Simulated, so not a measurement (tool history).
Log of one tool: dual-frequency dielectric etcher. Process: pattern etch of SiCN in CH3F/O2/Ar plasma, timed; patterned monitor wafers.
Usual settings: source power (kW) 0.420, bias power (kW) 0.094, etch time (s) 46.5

| run | hour | source power (kW) | bias power (kW) | etch time (s) | read-back reference wafer on the same gauge, depth_nm | mean etch depth across the wafer (angstrom) |
|---|---|---|---|---|---|---|
| 1 | 0.0 | 0.460 | 0.106 | 46.5 | 18.90 | 193.2 |
| 2 | 31.6 | 0.460 | 0.106 | 46.5 | 18.90 | 192.9 |
| 3 | 53.9 | 0.420 | 0.094 | 46.5 | 18.88 | 182.2 |
| 4 | 85.5 | 0.420 | 0.094 | 46.5 | 18.90 | 182.7 |
| 5 | 119.1 | 0.420 | 0.094 | 46.5 | 18.88 | 182.7 |
| 6 | 153.8 | 0.420 | 0.094 | 46.5 | 18.89 | 181.2 |
| 7 | 174.5 | 0.420 | 0.094 | 46.5 | 18.91 | 182.4 |
| 8 | 187.3 | 0.420 | 0.094 | 37.5 | 18.90 | 146.8 |
|  | 209.0 | bias power generator calibrated |
|  | 251.0 | wet clean of the chamber |
| 9 | 252.7 | 0.420 | 0.094 | 37.5 | 18.91 | 147.6 |
|  | 275.1 | gauge calibrated |
|  | 289.0 | upper electrode replaced |
| 10 | 289.5 | 0.500 | 0.111 | 46.5 | 18.87 | 202.0 |
| 11 | 294.6 | 0.420 | 0.094 | 46.5 | 18.91 | 182.6 |
|  | 318.6 | source power generator calibrated |
| 12 | 322.5 | 0.420 | 0.102 | 46.5 | 18.88 | 187.2 |
| 13 | 356.0 | 0.420 | 0.078 | 53.5 | 18.91 | 198.3 |
| 14 | 385.9 | 0.420 | 0.094 | 46.5 | 18.88 | 182.1 |
| 15 | 410.6 | 0.500 | 0.094 | 46.5 | 18.89 | 190.9 |
| 16 | 433.6 | 0.420 | 0.113 | 41.5 | 18.89 | 172.1 |
| 17 | 465.7 | 0.380 | 0.070 | 40.0 | 18.90 | 140.1 |
| 18 | 478.2 | 0.460 | 0.104 | 37.0 | 18.90 | 153.1 |

4 ways to go on from here, each from the tool as it stands after run 18. What would each give?
| A | 478.6 | 0.420 | 0.094 | 46.5 | ? | ? |
| B | 478.6 | 0.470 | 0.094 | 46.5 | ? | ? |
| C | 478.6 | 0.350 | 0.094 | 54.5 | ? | ? |
| D | 478.6 | 0.420 | 0.112 | 36.0 | ? | ? |

| run | read-back reference wafer on the same gauge, depth_nm | mean etch depth across the wafer (angstrom) |
|---|---|---|
| A | 18.91 | 181.8 |
| B | 18.91 | 187.3 |
| C | 18.91 | 203.3 |
| D | 18.91 | 148.6 |
Without the tool's hidden state the same runs would have given:
| run | mean etch depth across the wafer (angstrom) |
|---|---|
| A | 181.8 |
| B | 187.3 |
| C | 203.3 |
| D | 148.6 |
